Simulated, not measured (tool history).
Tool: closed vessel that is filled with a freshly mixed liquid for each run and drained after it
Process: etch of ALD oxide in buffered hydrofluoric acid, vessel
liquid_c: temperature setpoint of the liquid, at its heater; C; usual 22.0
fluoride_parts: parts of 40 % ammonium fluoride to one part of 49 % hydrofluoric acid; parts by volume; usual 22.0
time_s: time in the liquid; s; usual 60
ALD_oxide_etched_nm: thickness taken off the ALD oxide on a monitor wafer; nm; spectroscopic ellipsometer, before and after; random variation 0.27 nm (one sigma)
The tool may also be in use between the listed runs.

run   hour  liquid_c  fluoride_parts  time_s  read-back film thickness of the ALD oxide reference wafer, read on the same gauge (nm)  ALD_oxide_etched_nm
  1    0.0      22.0            22.0      45                                                                                   80.01                46.87
  2   24.9      22.0            22.0      45                                                                                   80.01                46.65
  3   38.4      22.0            26.0      60                                                                                   80.01                55.81
  4   71.2      22.0            22.0      60                                                                                   80.02                62.20
  5   96.1      22.0            22.0      60                                                                                   79.98                62.50
  6  124.1      22.0            22.0      60                                                                                   79.99                62.21
  7  151.7      22.0            22.0      60                                                                                   79.99                62.61
  8  171.3      22.0            22.0      60                                                                                   79.98                62.29
     180.8  -- thermometer replaced
  9  199.7      22.0            30.0      60                                                                                   80.01                46.75
     249.4  -- hydrofluoric acid flow meter replaced
     263.8  -- thermometer replaced, repeated, since the last time left the tool worse
 10  287.9      22.0            22.0      60                                                                                   79.99                68.68
 11  306.3      25.5            22.0      60                                                                                   80.02                84.42
     334.1  -- gauge calibrated
 12  339.1      22.0            22.0      60                                                                                   79.99                68.76
 13  361.6      20.0            27.0      60                                                                                   80.00                53.12
 14  375.5      22.0            22.0      60                                                                                   80.00                69.01
 15  391.0      19.5            22.0      60                                                                                   80.00                60.00
 16  406.2      26.0            26.5      60                                                                                   79.99                75.40
 17  439.1      22.0            22.0      75                                                                                   79.98                86.80

Some steps in ALD_oxide_etched_nm between neighbouring runs. How much of each would the tool show without its hidden state too (settings, what came in, random variation), and how much is left for the hidden state, with any gauge scatter that isn't in both results?
The hidden state here: liquid colder than its thermometer reads (K); hydrofluoric acid flow above the setpoint (%); gauge reads high (%).
Run 9 -> 10: fluoride_parts 30.0 -> 22.0, hydrofluoric acid flow meter replaced, thermometer replaced, repeated, since the last time left the tool worse. ALD_oxide_etched_nm +21.93 nm: hidden state +9.21, all else +12.72.
